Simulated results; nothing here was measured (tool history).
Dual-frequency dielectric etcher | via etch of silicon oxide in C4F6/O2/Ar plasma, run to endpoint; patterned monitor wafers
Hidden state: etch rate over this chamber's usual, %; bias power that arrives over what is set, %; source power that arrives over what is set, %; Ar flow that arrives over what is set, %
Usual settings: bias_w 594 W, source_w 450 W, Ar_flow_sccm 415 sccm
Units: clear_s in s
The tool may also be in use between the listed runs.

run,day,bias_w,source_w,Ar_flow_sccm,wafers since the last listed run,hours since the last wet clean,hours since the last bias power generator calibration,hours since the last source power generator calibration,hours since the last Ar flow controller change,hours since the last upper electrode change,"incoming incoming film thickness, nm",clear_s
1,0.000,594,450,415,0,207.1,2120.1,1298.4,2672.0,4569.7,158.2,32.8
2,6.858,594,450,415,2296,371.7,2284.7,1463.0,2836.6,4734.3,158.9,32.4
# day 10.171: wet clean of the chamber
3,10.192,594,450,470,781,0.5,2364.7,1543.0,2916.6,4814.3,159.0,34.3
4,13.500,594,450,470,1107,79.9,2444.1,1622.4,2996.0,4893.7,157.5,33.4
5,19.417,594,450,470,1981,221.9,2586.1,1764.4,3138.0,5035.7,157.9,33.4
6,23.179,594,450,415,1260,312.2,2676.4,1854.7,3228.3,5126.0,159.7,33.1
7,25.046,594,450,415,625,357.0,2721.2,1899.5,3273.1,5170.8,157.5,32.4
# day 27.700: wet clean of the chamber
# day 28.250: source power generator calibrated
8,29.175,594,450,491,992,35.4,2820.3,22.2,3372.2,5269.9,157.8,33.8
9,33.079,594,450,491,1307,129.1,2914.0,115.9,3465.9,5363.6,157.7,33.7
10,37.054,594,450,378,1331,224.5,3009.4,211.3,3561.3,5459.0,157.6,32.1
11,39.012,594,370,368,655,271.5,3056.4,258.3,3608.3,5506.0,157.7,33.9
# day 39.533: bias power generator calibrated
# day 40.542: Ar flow controller replaced
12,41.171,594,370,368,583,323.3,39.3,310.1,15.1,5557.8,160.5,34.6
13,45.346,480,450,415,1398,423.5,139.5,410.3,115.3,5658.0,158.0,34.5
# day 46.892: wet clean of the chamber
14,47.492,480,450,415,383,14.4,191.0,461.8,166.8,5709.5,158.0,35.3
15,49.096,446,450,478,537,52.9,229.5,500.3,205.3,5748.0,159.1,37.5
16,50.846,594,450,415,586,94.9,271.5,542.3,247.3,5790.0,158.2,33.1
17,53.912,487,450,415,1027,168.5,345.1,615.9,320.9,5863.6,158.7,35.4
# day 56.658: upper electrode replaced
18,58.204,594,450,415,1102,271.5,448.1,718.9,423.9,37.1,159.7,32.6
19,61.325,469,550,334,1045,346.4,523.0,793.8,498.8,112.0,157.5,31.9
# day 63.321: wet clean of the chamber
20,64.308,553,480,415,664,23.7,594.6,865.4,570.4,183.6,158.6,33.5
21,67.538,594,450,415,1081,101.2,672.1,942.9,647.9,261.1,157.8,33.0
22,70.983,657,450,338,1154,183.9,754.8,1025.6,730.6,343.8,156.6,30.4
23,75.267,594,450,415,1434,286.7,857.6,1128.4,833.4,446.6,157.8,32.6
24,79.712,664,450,451,1488,393.4,964.3,1235.1,940.1,553.3,158.1,31.6
25,82.467,594,400,415,922,459.5,1030.4,1301.2,1006.2,619.4,158.3,33.4
# day 84.146: wet clean of the chamber
26,85.079,594,540,471,540,22.4,1093.1,1363.9,1068.9,682.1,157.7,31.6
27,88.396,594,450,415,1110,102.0,1172.7,1443.5,1148.5,761.7,158.2,33.1
28,92.221,453,380,452,1281,193.8,1264.5,1535.3,1240.3,853.5,156.9,38.3

Forecast each of these 3 alternatives for the next run:
A,92.238,717,450,415,5,194.2,1264.9,1535.7,1240.7,853.9,160.0,?
B,92.238,594,540,445,5,194.2,1264.9,1535.7,1240.7,853.9,160.0,?
C,92.238,490,420,335,5,194.2,1264.9,1535.7,1240.7,853.9,160.0,?

run,clear_s
A,31.2
B,31.7
C,35.5
Without the tool's hidden state the same runs would have given:
run,clear_s
A,31.7
B,32.1
C,36.0

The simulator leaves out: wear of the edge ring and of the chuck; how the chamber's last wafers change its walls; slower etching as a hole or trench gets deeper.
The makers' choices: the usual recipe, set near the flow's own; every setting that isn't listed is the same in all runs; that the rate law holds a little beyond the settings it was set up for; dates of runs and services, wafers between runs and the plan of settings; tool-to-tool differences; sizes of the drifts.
